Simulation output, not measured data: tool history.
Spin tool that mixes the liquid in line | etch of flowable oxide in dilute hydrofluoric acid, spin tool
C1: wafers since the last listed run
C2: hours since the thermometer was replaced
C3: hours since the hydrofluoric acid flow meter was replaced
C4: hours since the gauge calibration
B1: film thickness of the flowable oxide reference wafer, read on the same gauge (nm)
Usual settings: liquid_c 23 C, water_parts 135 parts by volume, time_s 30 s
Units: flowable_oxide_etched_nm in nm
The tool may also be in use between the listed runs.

run 1 hour=0 | liquid_c=23 water_parts=135 time_s=30 | C1=0 C2=776.4 C3=560.2 C4=816 | B1=109.99 | flowable_oxide_etched_nm=6.57
run 2 hour=49 | liquid_c=23 water_parts=135 time_s=30 | C1=612 C2=825.4 C3=609.2 C4=865 | B1=110.01 | flowable_oxide_etched_nm=6.45
run 3 hour=210.7 | liquid_c=23 water_parts=135 time_s=30 | C1=2021 C2=987.1 C3=770.9 C4=1026.7 | B1=109.97 | flowable_oxide_etched_nm=6.58
run 4 hour=273.1 | liquid_c=23 water_parts=135 time_s=30 | C1=780 C2=1049.5 C3=833.3 C4=1089.1 | B1=110.01 | flowable_oxide_etched_nm=6.54
run 5 hour=340.5 | liquid_c=23 water_parts=135 time_s=30 | C1=842 C2=1116.9 C3=900.7 C4=1156.5 | B1=110 | flowable_oxide_etched_nm=6.58
run 6 hour=404.3 | liquid_c=20 water_parts=135 time_s=30 | C1=797 C2=1180.7 C3=964.5 C4=1220.3 | B1=110 | flowable_oxide_etched_nm=5.75
run 7 hour=473.9 | liquid_c=20 water_parts=135 time_s=30 | C1=870 C2=1250.3 C3=1034.1 C4=1289.9 | B1=109.99 | flowable_oxide_etched_nm=5.8
run 8 hour=506.2 | liquid_c=20 water_parts=135 time_s=30 | C1=403 C2=1282.6 C3=1066.4 C4=1322.2 | B1=110.02 | flowable_oxide_etched_nm=5.73
run 9 hour=574.1 | liquid_c=24.5 water_parts=135 time_s=30 | C1=848 C2=1350.5 C3=1134.3 C4=1390.1 | B1=110 | flowable_oxide_etched_nm=6.95
run 10 hour=608 | liquid_c=23 water_parts=165 time_s=30 | C1=423 C2=1384.4 C3=1168.2 C4=1424 | B1=109.99 | flowable_oxide_etched_nm=5.21
run 11 hour=660.5 | liquid_c=23 water_parts=165 time_s=30 | C1=656 C2=1436.9 C3=1220.7 C4=1476.5 | B1=109.99 | flowable_oxide_etched_nm=5.24
run 12 hour=729.1 | liquid_c=23 water_parts=135 time_s=30 | C1=857 C2=1505.5 C3=1289.3 C4=1545.1 | B1=110.01 | flowable_oxide_etched_nm=6.66
-- hour=777.6 hydrofluoric acid flow meter replaced
run 13 hour=778.1 | liquid_c=23 water_parts=135 time_s=30 | C1=600 C2=1554.5 C3=0.5 C4=1594.1 | B1=110.01 | flowable_oxide_etched_nm=5.91
run 14 hour=844.6 | liquid_c=23 water_parts=135 time_s=30 | C1=831 C2=1621 C3=67 C4=1660.6 | B1=110 | flowable_oxide_etched_nm=5.97
-- hour=857.6 thermometer replaced
run 15 hour=905.3 | liquid_c=23 water_parts=135 time_s=30 | C1=746 C2=47.7 C3=127.7 C4=1721.3 | B1=109.99 | flowable_oxide_etched_nm=6.51
run 16 hour=959 | liquid_c=23 water_parts=135 time_s=30 | C1=671 C2=101.4 C3=181.4 C4=1775 | B1=109.99 | flowable_oxide_etched_nm=6.57
run 17 hour=1018.1 | liquid_c=23 water_parts=135 time_s=30 | C1=738 C2=160.5 C3=240.5 C4=1834.1 | B1=110.01 | flowable_oxide_etched_nm=6.53
run 18 hour=1067.6 | liquid_c=23 water_parts=75 time_s=50 | C1=618 C2=210 C3=290 C4=1883.6 | B1=109.98 | flowable_oxide_etched_nm=21.32
run 19 hour=1099 | liquid_c=19 water_parts=100 time_s=20 | C1=392 C2=241.4 C3=321.4 C4=1915 | B1=110.01 | flowable_oxide_etched_nm=5.21
run 20 hour=1158.7 | liquid_c=27 water_parts=200 time_s=30 | C1=746 C2=301.1 C3=381.1 C4=1974.7 | B1=110.01 | flowable_oxide_etched_nm=4.73

Forecast run 21:
run 21 hour=1204.3 | liquid_c=25.5 water_parts=135 time_s=50 | C1=570 C2=346.7 C3=426.7 C4=2020.3 | B1=? | flowable_oxide_etched_nm=?

Run 21 gave B1 110.01, flowable_oxide_etched_nm 12.15 nm.
Without the tool's hidden state the same run would have given flowable_oxide_etched_nm 11.89 nm.

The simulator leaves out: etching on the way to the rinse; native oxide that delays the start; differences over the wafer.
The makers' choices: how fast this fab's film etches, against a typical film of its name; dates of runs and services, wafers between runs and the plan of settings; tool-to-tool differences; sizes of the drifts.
